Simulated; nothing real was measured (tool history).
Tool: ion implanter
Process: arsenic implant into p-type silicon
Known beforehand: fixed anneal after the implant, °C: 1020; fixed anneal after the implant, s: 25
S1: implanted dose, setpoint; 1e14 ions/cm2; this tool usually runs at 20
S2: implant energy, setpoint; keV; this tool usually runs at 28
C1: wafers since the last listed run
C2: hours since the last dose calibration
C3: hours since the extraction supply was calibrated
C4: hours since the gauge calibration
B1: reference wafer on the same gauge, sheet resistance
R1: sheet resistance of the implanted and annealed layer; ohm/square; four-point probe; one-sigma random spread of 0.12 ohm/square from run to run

run 1 hour=0 | S1=20 S2=28 | C1=0 C2=1068.5 C3=2067.9 C4=337.9 | B1=73.63 | R1=82.16
run 2 hour=28.5 | S1=23.59 S2=28 | C1=501 C2=1097 C3=2096.4 C4=366.4 | B1=73.59 | R1=78.53
run 3 hour=77.4 | S1=23.59 S2=28 | C1=861 C2=1145.9 C3=2145.3 C4=415.3 | B1=73.56 | R1=78.51
run 4 hour=105.5 | S1=23.59 S2=28 | C1=494 C2=1174 C3=2173.4 C4=443.4 | B1=73.59 | R1=78.66
run 5 hour=124.7 | S1=20 S2=28 | C1=338 C2=1193.2 C3=2192.6 C4=462.6 | B1=73.58 | R1=82.33
run 6 hour=140.3 | S1=20 S2=28 | C1=274 C2=1208.8 C3=2208.2 C4=478.2 | B1=73.58 | R1=82.29
run 7 hour=164.7 | S1=20 S2=28 | C1=429 C2=1233.2 C3=2232.6 C4=502.6 | B1=73.6 | R1=82.31
run 8 hour=187.6 | S1=15.98 S2=20.5 | C1=403 C2=1256.1 C3=2255.5 C4=525.5 | B1=73.59 | R1=95.59
run 9 hour=212.3 | S1=15.98 S2=20.5 | C1=435 C2=1280.8 C3=2280.2 C4=550.2 | B1=73.61 | R1=95.66
run 10 hour=241.3 | S1=15.98 S2=20.5 | C1=510 C2=1309.8 C3=2309.2 C4=579.2 | B1=73.6 | R1=95.54
-- hour=309.4 extraction supply calibrated
run 11 hour=319.6 | S1=18.77 S2=31.5 | C1=1238 C2=1388.1 C3=10.2 C4=657.5 | B1=73.59 | R1=80.02
run 12 hour=336.5 | S1=18.77 S2=31.5 | C1=297 C2=1405 C3=27.1 C4=674.4 | B1=73.59 | R1=80.12
-- hour=354.4 Faraday cup replaced and dose calibrated
run 13 hour=362.6 | S1=18.77 S2=31.5 | C1=318 C2=8.2 C3=53.2 C4=700.5 | B1=73.6 | R1=81.37
run 14 hour=388.1 | S1=20 S2=28 | C1=449 C2=33.7 C3=78.7 C4=726 | B1=73.58 | R1=82.38
run 15 hour=416.9 | S1=20 S2=28 | C1=507 C2=62.5 C3=107.5 C4=754.8 | B1=73.59 | R1=82.26
run 16 hour=433.6 | S1=20 S2=28 | C1=294 C2=79.2 C3=124.2 C4=771.5 | B1=73.58 | R1=82.26
run 17 hour=517.4 | S1=20 S2=28 | C1=1475 C2=163 C3=208 C4=855.3 | B1=73.58 | R1=82.08
run 18 hour=538 | S1=25.77 S2=31.5 | C1=362 C2=183.6 C3=228.6 C4=875.9 | B1=73.6 | R1=73.59
run 19 hour=571.7 | S1=17.75 S2=35 | C1=593 C2=217.3 C3=262.3 C4=909.6 | B1=73.6 | R1=80.05
run 20 hour=587 | S1=20 S2=28 | C1=269 C2=232.6 C3=277.6 C4=924.9 | B1=73.59 | R1=81.92
run 21 hour=617.2 | S1=20 S2=28 | C1=531 C2=262.8 C3=307.8 C4=955.1 | B1=73.6 | R1=81.92
run 22 hour=629.8 | S1=20 S2=28 | C1=221 C2=275.4 C3=320.4 C4=967.7 | B1=73.59 | R1=82.02
run 23 hour=659.5 | S1=15.23 S2=20 | C1=523 C2=305.1 C3=350.1 C4=997.4 | B1=73.59 | R1=97.68
run 24 hour=682.5 | S1=20 S2=32.5 | C1=405 C2=328.1 C3=373.1 C4=1020.4 | B1=73.61 | R1=78.23
run 25 hour=710 | S1=17.45 S2=37.5 | C1=484 C2=355.6 C3=400.6 C4=1047.9 | B1=73.64 | R1=78.73
run 26 hour=726.2 | S1=15.98 S2=20.5 | C1=285 C2=371.8 C3=416.8 C4=1064.1 | B1=73.62 | R1=95.52
-- hour=727.1 gauge calibrated
run 27 hour=761.9 | S1=20 S2=28 | C1=628 C2=407.5 C3=452.5 C4=34.8 | B1=73.61 | R1=81.54
run 28 hour=781.6 | S1=20 S2=28 | C1=346 C2=427.2 C3=472.2 C4=54.5 | B1=73.6 | R1=81.87
run 29 hour=816.8 | S1=25.11 S2=31.5 | C1=619 C2=462.4 C3=507.4 C4=89.7 | B1=73.6 | R1=73.76
run 30 hour=836.6 | S1=25.53 S2=35 | C1=348 C2=482.2 C3=527.2 C4=109.5 | B1=73.59 | R1=70.34
run 31 hour=858.7 | S1=16.28 S2=28 | C1=389 C2=504.3 C3=549.3 C4=131.6 | B1=73.57 | R1=87.78
run 32 hour=893.3 | S1=24.93 S2=36 | C1=609 C2=538.9 C3=583.9 C4=166.2 | B1=73.58 | R1=70.08
run 33 hour=920.8 | S1=20 S2=28 | C1=484 C2=566.4 C3=611.4 C4=193.7 | B1=73.6 | R1=81.56
run 34 hour=935.7 | S1=25.22 S2=33.5 | C1=262 C2=581.3 C3=626.3 C4=208.6 | B1=73.6 | R1=71.94
run 35 hour=967.6 | S1=23.04 S2=28 | C1=561 C2=613.2 C3=658.2 C4=240.5 | B1=73.59 | R1=78.44

List, for all runs, the conditions of the tool that the log does not record:
gauge reads high (%): 0 across all the runs
H1: deviation of the true dose from the Faraday cup's reading, %
H2: deviation of the true energy from its setpoint, %
run=1 H1=4.06 H2=-2.59
run=2 H1=4.1 H2=-2.69
run=3 H1=4.16 H2=-2.86
run=4 H1=4.19 H2=-2.96
run=5 H1=4.22 H2=-3.03
run=6 H1=4.23 H2=-3.08
run=7 H1=4.26 H2=-3.17
run=8 H1=4.28 H2=-3.26
run=9 H1=4.3 H2=-3.35
run=10 H1=4.33 H2=-3.46
run=11 H1=4.39 H2=0.073
run=12 H1=4.41 H2=0.0725
run=13 H1=-0.093 H2=0.0708
run=14 H1=0.142 H2=0.068
run=15 H1=0.395 H2=0.0636
run=16 H1=0.536 H2=0.0604
run=17 H1=1.18 H2=0.0374
run=18 H1=1.32 H2=0.0299
run=19 H1=1.55 H2=0.0163
run=20 H1=1.65 H2=0.00944
run=21 H1=1.83 H2=-0.00517
run=22 H1=1.9 H2=-0.0117
run=23 H1=2.07 H2=-0.0282
run=24 H1=2.2 H2=-0.0419
run=25 H1=2.34 H2=-0.0595
run=26 H1=2.42 H2=-0.0704
run=27 H1=2.59 H2=-0.0961
run=28 H1=2.67 H2=-0.111
run=29 H1=2.82 H2=-0.14
run=30 H1=2.9 H2=-0.157
run=31 H1=2.99 H2=-0.176
run=32 H1=3.12 H2=-0.209
run=33 H1=3.22 H2=-0.236
run=34 H1=3.27 H2=-0.251
run=35 H1=3.37 H2=-0.285
